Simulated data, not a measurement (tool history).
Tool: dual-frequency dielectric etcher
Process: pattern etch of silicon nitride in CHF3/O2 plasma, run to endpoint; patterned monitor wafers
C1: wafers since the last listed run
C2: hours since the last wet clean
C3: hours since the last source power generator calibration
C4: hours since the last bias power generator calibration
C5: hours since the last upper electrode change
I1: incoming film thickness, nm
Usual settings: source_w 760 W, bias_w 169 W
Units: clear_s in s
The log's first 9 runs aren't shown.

Run 10, day 23.208: usual settings; C1 360; C2 49.3; C3 1547.5; C4 5340.1; C5 2453.3; I1 86.5. Result: clear_s 51.5 s.
Run 11, day 25.183: usual settings but source_w 660 W; C1 567; C2 96.7; C3 1594.9; C4 5387.5; C5 2500.7; I1 86.7. Result: clear_s 56.7 s.
Run 12, day 27.117: usual settings but source_w 660 W; C1 555; C2 143.1; C3 1641.3; C4 5433.9; C5 2547.1; I1 86.7. Result: clear_s 57.0 s.
At day 28.300: bias power generator calibrated.
At day 29.962: upper electrode replaced.
Run 13, day 29.983: usual settings; C1 488; C2 211.9; C3 1710.1; C4 40.4; C5 0.5; I1 87.1. Result: clear_s 51.8 s.
Run 14, day 30.779: usual settings; C1 228; C2 231.0; C3 1729.2; C4 59.5; C5 19.6; I1 86.1. Result: clear_s 51.7 s.
Run 15, day 32.908: usual settings but source_w 840 W; C1 612; C2 282.1; C3 1780.3; C4 110.6; C5 70.7; I1 85.7. Result: clear_s 48.4 s.
Run 16, day 34.542: usual settings but bias_w 160 W; C1 469; C2 321.3; C3 1819.5; C4 149.8; C5 109.9; I1 86.1. Result: clear_s 52.1 s.
Run 17, day 35.633: usual settings but source_w 870 W, bias_w 187 W; C1 313; C2 347.5; C3 1845.7; C4 176.0; C5 136.1; I1 87.8. Result: clear_s 47.3 s.
Run 18, day 38.217: usual settings but bias_w 198 W; C1 742; C2 409.5; C3 1907.7; C4 238.0; C5 198.1; I1 86.2. Result: clear_s 49.9 s.

Run 19 comes next. What will it give?
Run 19, day 39.600: usual settings but source_w 700 W, bias_w 149 W; C1 397; C2 442.7; C3 1940.9; C4 271.2; C5 231.3; I1 85.6. Result: clear_s ?.

clear_s: 56.8 s
Without the tool's hidden state the same run would have given clear_s 56.0 s.
